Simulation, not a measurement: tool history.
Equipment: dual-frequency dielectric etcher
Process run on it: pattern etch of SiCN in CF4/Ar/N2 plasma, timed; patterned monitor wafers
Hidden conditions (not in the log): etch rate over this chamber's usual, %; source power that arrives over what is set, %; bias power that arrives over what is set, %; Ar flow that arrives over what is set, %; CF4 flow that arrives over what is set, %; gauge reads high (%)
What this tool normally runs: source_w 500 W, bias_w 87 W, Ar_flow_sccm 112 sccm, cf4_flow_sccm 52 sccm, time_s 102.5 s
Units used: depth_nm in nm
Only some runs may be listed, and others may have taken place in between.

run,hour,source_w,bias_w,Ar_flow_sccm,cf4_flow_sccm,time_s,wafers since the last listed run,hours since the last wet clean,hours since the last source power generator calibration,hours since the last bias power generator calibration,hours since the last Ar flow controller change,hours since the last CF4 flow controller change,hours since the last upper electrode change,hours since the gauge calibration,"read-back reference wafer on the same gauge, depth_nm",depth_nm
1,0,500,87,112,52,102.5,0,405.4,3922,1568.2,5527.2,3936.2,3478.3,195,82,89.1
2,21.1,500,87,112,52,102.5,131,426.5,3943.1,1589.3,5548.3,3957.3,3499.4,216.1,82,89.1
3,53.9,500,87,112,52,102.5,204,459.3,3975.9,1622.1,5581.1,3990.1,3532.2,248.9,82,89.4
4,72.8,500,87,112,52,102.5,117,478.2,3994.8,1641,5600,4009,3551.1,267.8,82,89.4
# hour 139.7: wet clean of the chamber
# hour 161.9: bias power generator calibrated
5,165.2,500,87,112,52,102.5,400,25.5,4087.2,3.3,5692.4,4101.4,3643.5,360.2,82,90.2
# hour 170.5: source power generator calibrated
# hour 173.5: gauge calibrated
6,184.5,500,87,112,52,102.5,95,44.8,14,22.6,5711.7,4120.7,3662.8,11,82,90.2
7,202.7,500,87,112,52,90.5,113,63,32.2,40.8,5729.9,4138.9,3681,29.2,82,79.5
8,225.5,500,87,93,52,102.5,141,85.8,55,63.6,5752.7,4161.7,3703.8,52,82,92.4
9,248.3,500,87,101,52,111,141,108.6,77.8,86.4,5775.5,4184.5,3726.6,74.8,82,98.8
# hour 283: upper electrode replaced
10,283.5,540,87,112,52,102.5,69,143.8,113,121.6,5810.7,4219.7,0.5,110,82,93.6
11,284.8,500,69,112,52,72.5,8,145.1,114.3,122.9,5812,4221,1.8,111.3,82,56.5
# hour 303: CF4 flow controller replaced
# hour 312.2: Ar flow controller replaced
12,312.7,500,87,93,52,102.5,98,173,142.2,150.8,0.5,9.7,29.7,139.2,82,92.5
13,333.8,500,87,93,52,102.5,131,194.1,163.3,171.9,21.6,30.8,50.8,160.3,82,92.5
14,369.7,500,87,122,52,102.5,223,230,199.2,207.8,57.5,66.7,86.7,196.2,82,88.5
15,392.8,500,106,94,52,102.5,143,253.1,222.3,230.9,80.6,89.8,109.8,219.3,82,101.6
16,419.2,500,109,112,62,102.5,164,279.5,248.7,257.3,107,116.2,136.2,245.7,82,102.6
17,444.8,390,69,112,52,102.5,159,305.1,274.3,282.9,132.6,141.8,161.8,271.3,82,70.9

5 options for the next run, each taken on its own from the tool as it stands now. Forecast them:
A,445.2,400,87,112,52,102.5,2,305.5,274.7,283.3,133,142.2,162.2,271.7,?,?
B,445.2,500,87,136,46,102.5,2,305.5,274.7,283.3,133,142.2,162.2,271.7,?,?
C,445.2,440,95,112,64,78,2,305.5,274.7,283.3,133,142.2,162.2,271.7,?,?
D,445.2,440,100,132,52,102.5,2,305.5,274.7,283.3,133,142.2,162.2,271.7,?,?
E,445.2,500,100,132,59,128,2,305.5,274.7,283.3,133,142.2,162.2,271.7,?,?

run,"read-back reference wafer on the same gauge, depth_nm",depth_nm
A,82,80.7
B,82,85.5
C,82,69
D,82,88.3
E,82,119.3
Take away the tool's hidden state, keep each run's random variation, and the runs would have read:
run,depth_nm
A,81.5
B,86.5
C,69.6
D,89.3
E,120.6
